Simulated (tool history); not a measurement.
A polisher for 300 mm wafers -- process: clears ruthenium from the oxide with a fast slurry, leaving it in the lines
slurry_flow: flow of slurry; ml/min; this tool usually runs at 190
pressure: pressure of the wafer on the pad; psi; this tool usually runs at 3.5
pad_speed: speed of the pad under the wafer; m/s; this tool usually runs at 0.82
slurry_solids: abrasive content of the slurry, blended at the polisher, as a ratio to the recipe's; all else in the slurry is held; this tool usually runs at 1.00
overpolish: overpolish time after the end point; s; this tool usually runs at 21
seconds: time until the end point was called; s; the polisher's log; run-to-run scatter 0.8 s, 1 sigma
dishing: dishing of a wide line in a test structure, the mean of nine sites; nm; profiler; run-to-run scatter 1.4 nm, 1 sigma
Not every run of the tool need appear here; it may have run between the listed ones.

| run | hour | slurry_flow | pressure | pad_speed | slurry_solids | overpolish | wafers since the last listed run | wafers polished on this pad | hours since the slurry nozzle was cleaned | hours since the head pressure was calibrated | hours since the slurry blender was calibrated | incoming thickness of the incoming film, nm | seconds | dishing |
|---|---|---|---|---|---|---|---|---|---|---|---|---|---|---|
| 1 | 0.0 | 190 | 3.5 | 0.82 | 1.00 | 21 | 0 | 460 | 501.1 | 882.8 | 409.2 | 220.0 | 63.9 | 58.6 |
| 2 | 83.2 | 190 | 3.5 | 0.82 | 1.00 | 21 | 672 | 1132 | 584.3 | 966.0 | 492.4 | 216.8 | 63.2 | 57.3 |
|  | 111.4 | slurry blender recalibrated |
|  | 127.7 | slurry nozzle cleaned |
| 3 | 186.0 | 190 | 3.5 | 0.82 | 1.00 | 21 | 806 | 1938 | 58.3 | 1068.8 | 74.6 | 222.2 | 64.0 | 57.1 |
| 4 | 244.7 | 190 | 3.5 | 0.82 | 1.00 | 21 | 474 | 2412 | 117.0 | 1127.5 | 133.3 | 218.1 | 64.5 | 57.2 |
| 5 | 322.9 | 190 | 3.8 | 0.82 | 1.00 | 21 | 631 | 3044 | 195.2 | 1205.7 | 211.5 | 224.4 | 60.8 | 62.1 |
|  | 334.6 | worn pad replaced by a new one, repeated, since the last time left the tool worse |
|  | 358.3 | head pressure recalibrated |
| 6 | 403.5 | 190 | 3.8 | 0.82 | 1.00 | 21 | 602 | 540 | 275.8 | 45.2 | 292.1 | 223.6 | 52.3 | 70.2 |
| 7 | 490.8 | 190 | 3.8 | 0.82 | 1.00 | 21 | 705 | 1245 | 363.1 | 132.5 | 379.4 | 222.0 | 52.6 | 70.8 |
| 8 | 566.4 | 190 | 3.5 | 0.82 | 1.00 | 21 | 610 | 1856 | 438.7 | 208.1 | 455.0 | 222.9 | 58.2 | 67.0 |
| 9 | 644.1 | 210 | 2.8 | 0.82 | 1.00 | 21 | 627 | 2483 | 516.4 | 285.8 | 532.7 | 218.2 | 69.6 | 53.1 |
|  | 664.8 | slurry nozzle cleaned |
|  | 673.2 | slurry blender recalibrated |
| 10 | 746.5 | 190 | 3.5 | 0.82 | 0.75 | 21 | 802 | 3286 | 81.7 | 388.2 | 73.3 | 218.4 | 64.0 | 60.1 |
| 11 | 809.5 | 220 | 3.5 | 1.02 | 1.00 | 21 | 508 | 3795 | 144.7 | 451.2 | 136.3 | 223.0 | 49.6 | 72.9 |
|  | 828.2 | worn pad replaced by a new one |
| 12 | 860.4 | 190 | 3.5 | 0.92 | 1.00 | 28 | 378 | 259 | 195.6 | 502.1 | 187.2 | 222.0 | 50.2 | 88.8 |
| 13 | 922.3 | 190 | 3.5 | 0.82 | 1.10 | 21 | 500 | 759 | 257.5 | 564.0 | 249.1 | 217.9 | 53.5 | 69.0 |
| 14 | 990.4 | 150 | 4.4 | 0.94 | 1.25 | 21 | 550 | 1310 | 325.6 | 632.1 | 317.2 | 219.8 | 38.2 | 89.2 |
| 15 | 1068.7 | 170 | 2.7 | 0.82 | 0.90 | 21 | 632 | 1942 | 403.9 | 710.4 | 395.5 | 219.8 | 77.5 | 50.1 |
| 16 | 1176.3 | 190 | 3.5 | 0.82 | 1.00 | 21 | 869 | 2811 | 511.5 | 818.0 | 503.1 | 219.2 | 57.2 | 65.0 |
|  | 1260.7 | slurry nozzle cleaned |
|  | 1268.6 | slurry blender recalibrated |
| 17 | 1269.1 | 190 | 3.1 | 0.82 | 1.25 | 21 | 725 | 3537 | 8.4 | 910.8 | 0.5 | 222.2 | 62.2 | 60.2 |
| 18 | 1369.3 | 245 | 4.4 | 0.82 | 1.00 | 31 | 809 | 4346 | 108.6 | 1011.0 | 100.7 | 221.0 | 46.4 | 99.9 |
|  | 1395.8 | worn pad replaced by a new one |
| 19 | 1462.8 | 190 | 3.5 | 0.82 | 1.00 | 21 | 722 | 541 | 202.1 | 1104.5 | 194.2 | 223.6 | 57.2 | 64.7 |
| 20 | 1499.8 | 190 | 3.5 | 0.82 | 1.00 | 21 | 298 | 840 | 239.1 | 1141.5 | 231.2 | 220.2 | 55.4 | 63.0 |
| 21 | 1536.4 | 190 | 3.1 | 0.82 | 1.25 | 21 | 295 | 1135 | 275.7 | 1178.1 | 267.8 | 222.2 | 59.7 | 63.9 |
| 22 | 1610.7 | 220 | 3.5 | 0.82 | 1.00 | 21 | 600 | 1736 | 350.0 | 1252.4 | 342.1 | 220.6 | 54.9 | 65.4 |
| 23 | 1671.7 | 215 | 3.9 | 0.82 | 0.85 | 32 | 492 | 2228 | 411.0 | 1313.4 | 403.1 | 216.5 | 50.7 | 92.7 |
| 24 | 1748.1 | 190 | 4.0 | 0.94 | 0.80 | 8 | 617 | 2846 | 487.4 | 1389.8 | 479.5 | 218.3 | 48.4 | 31.8 |
|  | 1751.9 | slurry nozzle cleaned |
| 25 | 1830.9 | 145 | 3.5 | 0.60 | 1.00 | 32 | 660 | 3506 | 79.0 | 1472.6 | 562.3 | 219.6 | 74.7 | 69.2 |
|  | 1838.0 | head pressure recalibrated |
|  | 1909.5 | slurry blender recalibrated |
|  | 1925.3 | worn pad replaced by a new one |
| 26 | 1964.9 | 190 | 3.5 | 0.82 | 1.00 | 21 | 1017 | 319 | 213.0 | 126.9 | 55.4 | 218.9 | 54.9 | 67.2 |
| 27 | 2004.0 | 190 | 3.5 | 0.82 | 1.30 | 21 | 315 | 635 | 252.1 | 166.0 | 94.5 | 216.6 | 49.4 | 68.5 |

Below are 5 alternative next runs, each starting from the tool's condition after run 27. Predict each:
| A | 2004.4 | 190 | 3.5 | 0.82 | 1.00 | 21 | 3 | 638 | 252.5 | 166.4 | 94.9 | 221.8 | ? | ? |
| B | 2004.4 | 165 | 3.5 | 0.82 | 1.00 | 28 | 3 | 638 | 252.5 | 166.4 | 94.9 | 221.8 | ? | ? |
| C | 2004.4 | 190 | 3.5 | 0.82 | 0.85 | 11 | 3 | 638 | 252.5 | 166.4 | 94.9 | 221.8 | ? | ? |
| D | 2004.4 | 235 | 3.1 | 0.96 | 1.00 | 21 | 3 | 638 | 252.5 | 166.4 | 94.9 | 221.8 | ? | ? |
| E | 2004.4 | 190 | 2.9 | 0.62 | 1.25 | 21 | 3 | 638 | 252.5 | 166.4 | 94.9 | 221.8 | ? | ? |

| run | seconds | dishing |
|---|---|---|
| A | 56.8 | 65.9 |
| B | 57.9 | 81.6 |
| C | 59.7 | 35.9 |
| D | 55.3 | 67.4 |
| E | 78.8 | 50.0 |
The same runs, with their run-to-run variation unchanged, on a tool lacking any hidden condition would have given:
| run | seconds | dishing |
|---|---|---|
| A | 56.7 | 66.0 |
| B | 57.8 | 81.8 |
| C | 59.6 | 36.0 |
| D | 55.2 | 67.5 |
| E | 78.6 | 50.1 |
